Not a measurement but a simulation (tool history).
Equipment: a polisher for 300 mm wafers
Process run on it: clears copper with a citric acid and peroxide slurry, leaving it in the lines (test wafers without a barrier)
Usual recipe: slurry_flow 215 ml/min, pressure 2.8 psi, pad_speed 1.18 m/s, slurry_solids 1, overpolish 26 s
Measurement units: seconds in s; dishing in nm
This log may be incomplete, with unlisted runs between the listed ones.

| run | hour | slurry_flow | pressure | pad_speed | slurry_solids | overpolish | wafers since the last listed run | wafers polished on this pad | hours since the slurry nozzle was cleaned | hours since the head pressure was calibrated | hours since the slurry blender was calibrated | incoming thickness of the incoming film, nm | seconds | dishing |
|---|---|---|---|---|---|---|---|---|---|---|---|---|---|---|
| 1 | 0 | 215 | 2.8 | 1.18 | 1 | 26 | 0 | 85 | 599.6 | 505.1 | 5.4 | 317.9 | 130.6 | 49.6 |
| 2 | 32.7 | 215 | 2.8 | 1.18 | 1 | 26 | 269 | 355 | 632.3 | 537.8 | 38.1 | 321.6 | 136.2 | 50.3 |
| 3 | 63 | 215 | 2.8 | 1.18 | 1 | 26 | 249 | 605 | 662.6 | 568.1 | 68.4 | 322.2 | 137.6 | 49.8 |
|  | 67.4 | worn pad replaced by a new one |
| 4 | 95.5 | 215 | 2.8 | 1.18 | 1 | 26 | 235 | 231 | 695.1 | 600.6 | 100.9 | 323.9 | 138.8 | 47.9 |
| 5 | 118.7 | 215 | 2.8 | 1.18 | 1 | 26 | 191 | 423 | 718.3 | 623.8 | 124.1 | 325.8 | 140.9 | 49.7 |
| 6 | 137.6 | 215 | 2.8 | 1.42 | 1 | 26 | 155 | 578 | 737.2 | 642.7 | 143 | 320.6 | 119.9 | 56 |
|  | 151.4 | slurry nozzle cleaned |
|  | 160 | worn pad replaced by a new one |
|  | 171.6 | slurry blender recalibrated |
|  | 194.9 | head pressure recalibrated |
| 7 | 210.6 | 215 | 2.8 | 1.42 | 1 | 26 | 528 | 384 | 59.2 | 15.7 | 39 | 322.7 | 111.4 | 59.3 |
| 8 | 228 | 215 | 2.8 | 1.18 | 1 | 26 | 143 | 528 | 76.6 | 33.1 | 56.4 | 323.9 | 135.3 | 51.8 |
|  | 234 | worn pad replaced by a new one |
| 9 | 240.7 | 215 | 2.8 | 1.5 | 0.7 | 26 | 71 | 55 | 89.3 | 45.8 | 69.1 | 327.1 | 111.7 | 59 |
| 10 | 252.8 | 275 | 2.8 | 1.46 | 1 | 10 | 99 | 155 | 101.4 | 57.9 | 81.2 | 320.1 | 103.8 | 26.3 |
| 11 | 285.6 | 215 | 3.7 | 1.18 | 1.3 | 26 | 270 | 425 | 134.2 | 90.7 | 114 | 322 | 99 | 68.2 |
|  | 304.7 | worn pad replaced by a new one |
| 12 | 307.7 | 215 | 2 | 1.18 | 1 | 18 | 149 | 24 | 156.3 | 112.8 | 136.1 | 319.7 | 175.6 | 28 |
| 13 | 338.2 | 215 | 3.7 | 1.18 | 1.3 | 26 | 251 | 276 | 186.8 | 143.3 | 166.6 | 324.1 | 99.3 | 65.3 |
| 14 | 357.2 | 215 | 2.8 | 1.18 | 1 | 26 | 156 | 432 | 205.8 | 162.3 | 185.6 | 320.7 | 130.8 | 50.9 |
|  | 372.3 | slurry blender recalibrated |
| 15 | 374.6 | 215 | 2.1 | 1.4 | 1.25 | 35 | 127 | 559 | 223.2 | 179.7 | 2.3 | 315.8 | 136.1 | 59.8 |
|  | 381.9 | worn pad replaced by a new one |
| 16 | 407.9 | 180 | 2.8 | 0.8 | 1.2 | 10 | 241 | 214 | 256.5 | 213 | 35.6 | 324.5 | 185.2 | 15.6 |

Consider 5 possible next runs. They are alternatives, not a sequence: every one starts from the tool as it was left by run 16. What does each give?
| A | 408.4 | 215 | 2.8 | 1.18 | 1.2 | 26 | 4 | 218 | 257 | 213.5 | 36.1 | 315.7 | ? | ? |
| B | 408.4 | 215 | 3.3 | 1.18 | 1 | 26 | 4 | 218 | 257 | 213.5 | 36.1 | 315.7 | ? | ? |
| C | 408.4 | 215 | 3.5 | 1.18 | 1 | 26 | 4 | 218 | 257 | 213.5 | 36.1 | 315.7 | ? | ? |
| D | 408.4 | 215 | 2.8 | 1.18 | 0.9 | 26 | 4 | 218 | 257 | 213.5 | 36.1 | 315.7 | ? | ? |
| E | 408.4 | 195 | 2.8 | 1.18 | 1 | 26 | 4 | 218 | 257 | 213.5 | 36.1 | 315.7 | ? | ? |

| run | seconds | dishing |
|---|---|---|
| A | 124.3 | 52.4 |
| B | 110.2 | 58.6 |
| C | 104.4 | 61.5 |
| D | 129.9 | 50.5 |
| E | 130 | 50.5 |
Had the tool no hidden state, the same runs would have come out as:
| run | seconds | dishing |
|---|---|---|
| A | 122 | 53.2 |
| B | 108.1 | 59.5 |
| C | 102.4 | 62.5 |
| D | 127.4 | 51.3 |
| E | 127.3 | 51.4 |

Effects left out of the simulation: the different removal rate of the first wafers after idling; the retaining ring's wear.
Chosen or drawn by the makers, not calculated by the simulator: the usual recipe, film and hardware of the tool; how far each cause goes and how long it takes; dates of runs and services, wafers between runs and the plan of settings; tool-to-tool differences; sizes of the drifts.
